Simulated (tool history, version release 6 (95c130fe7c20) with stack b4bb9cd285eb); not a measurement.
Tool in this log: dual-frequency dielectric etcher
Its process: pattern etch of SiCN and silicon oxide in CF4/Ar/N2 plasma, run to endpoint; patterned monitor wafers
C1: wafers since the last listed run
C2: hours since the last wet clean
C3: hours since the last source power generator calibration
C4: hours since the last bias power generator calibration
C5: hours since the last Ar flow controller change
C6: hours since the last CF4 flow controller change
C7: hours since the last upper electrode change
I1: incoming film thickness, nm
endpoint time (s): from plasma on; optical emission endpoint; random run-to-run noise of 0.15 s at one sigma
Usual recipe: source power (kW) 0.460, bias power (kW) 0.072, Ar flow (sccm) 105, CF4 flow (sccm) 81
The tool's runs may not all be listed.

run 1 day=0.000 | source_power_(kW)=0.460 bias_power_(kW)=0.072 Ar_flow_(sccm)=105 CF4_flow_(sccm)=81 | C1=0 C2=65.7 C3=4093.8 C4=1785.4 C5=4902.9 C6=2534.1 C7=3771.8 | I1=16.32 | endpoint_time_(s)=18.0
run 2 day=0.575 | source_power_(kW)=0.460 bias_power_(kW)=0.072 Ar_flow_(sccm)=105 CF4_flow_(sccm)=81 | C1=298 C2=79.5 C3=4107.6 C4=1799.2 C5=4916.7 C6=2547.9 C7=3785.6 | I1=16.53 | endpoint_time_(s)=18.2
run 3 day=1.829 | source_power_(kW)=0.460 bias_power_(kW)=0.072 Ar_flow_(sccm)=105 CF4_flow_(sccm)=81 | C1=650 C2=109.6 C3=4137.7 C4=1829.3 C5=4946.8 C6=2578.0 C7=3815.7 | I1=16.55 | endpoint_time_(s)=18.2
run 4 day=2.383 | source_power_(kW)=0.460 bias_power_(kW)=0.072 Ar_flow_(sccm)=105 CF4_flow_(sccm)=81 | C1=287 C2=122.9 C3=4151.0 C4=1842.6 C5=4960.1 C6=2591.3 C7=3829.0 | I1=16.64 | endpoint_time_(s)=18.4
run 5 day=3.292 | source_power_(kW)=0.460 bias_power_(kW)=0.072 Ar_flow_(sccm)=105 CF4_flow_(sccm)=81 | C1=470 C2=144.7 C3=4172.8 C4=1864.4 C5=4981.9 C6=2613.1 C7=3850.8 | I1=16.53 | endpoint_time_(s)=18.0
run 6 day=4.783 | source_power_(kW)=0.460 bias_power_(kW)=0.072 Ar_flow_(sccm)=105 CF4_flow_(sccm)=81 | C1=773 C2=180.5 C3=4208.6 C4=1900.2 C5=5017.7 C6=2648.9 C7=3886.6 | I1=16.41 | endpoint_time_(s)=18.0
run 7 day=5.396 | source_power_(kW)=0.460 bias_power_(kW)=0.072 Ar_flow_(sccm)=105 CF4_flow_(sccm)=81 | C1=317 C2=195.2 C3=4223.3 C4=1914.9 C5=5032.4 C6=2663.6 C7=3901.3 | I1=16.67 | endpoint_time_(s)=18.3
run 8 day=6.400 | source_power_(kW)=0.460 bias_power_(kW)=0.072 Ar_flow_(sccm)=105 CF4_flow_(sccm)=73 | C1=520 C2=219.3 C3=4247.4 C4=1939.0 C5=5056.5 C6=2687.7 C7=3925.4 | I1=16.54 | endpoint_time_(s)=18.5
-- day=7.688 bias power generator calibrated
run 9 day=7.875 | source_power_(kW)=0.460 bias_power_(kW)=0.072 Ar_flow_(sccm)=105 CF4_flow_(sccm)=73 | C1=678 C2=254.7 C3=4282.8 C4=4.5 C5=5091.9 C6=2723.1 C7=3960.8 | I1=16.60 | endpoint_time_(s)=18.5
-- day=8.742 source power generator calibrated
run 10 day=8.817 | source_power_(kW)=0.460 bias_power_(kW)=0.072 Ar_flow_(sccm)=105 CF4_flow_(sccm)=81 | C1=401 C2=277.3 C3=1.8 C4=27.1 C5=5114.5 C6=2745.7 C7=3983.4 | I1=16.49 | endpoint_time_(s)=18.0
run 11 day=10.050 | source_power_(kW)=0.460 bias_power_(kW)=0.072 Ar_flow_(sccm)=105 CF4_flow_(sccm)=81 | C1=639 C2=306.9 C3=31.4 C4=56.7 C5=5144.1 C6=2775.3 C7=4013.0 | I1=16.35 | endpoint_time_(s)=18.0
run 12 day=10.725 | source_power_(kW)=0.380 bias_power_(kW)=0.080 Ar_flow_(sccm)=87 CF4_flow_(sccm)=81 | C1=349 C2=323.1 C3=47.6 C4=72.9 C5=5160.3 C6=2791.5 C7=4029.2 | I1=16.76 | endpoint_time_(s)=20.1

Predict the results of run 13:
-- day=12.388 upper electrode replaced
run 13 day=12.408 | source_power_(kW)=0.460 bias_power_(kW)=0.072 Ar_flow_(sccm)=112 CF4_flow_(sccm)=93 | C1=354 C2=363.5 C3=88.0 C4=113.3 C5=5200.7 C6=2831.9 C7=0.5 | I1=16.38 | endpoint_time_(s)=?

{"run 13": {"endpoint time (s)": 17.5}}
Had the tool carried no hidden state, the very same run would have given endpoint time (s) 17.5.
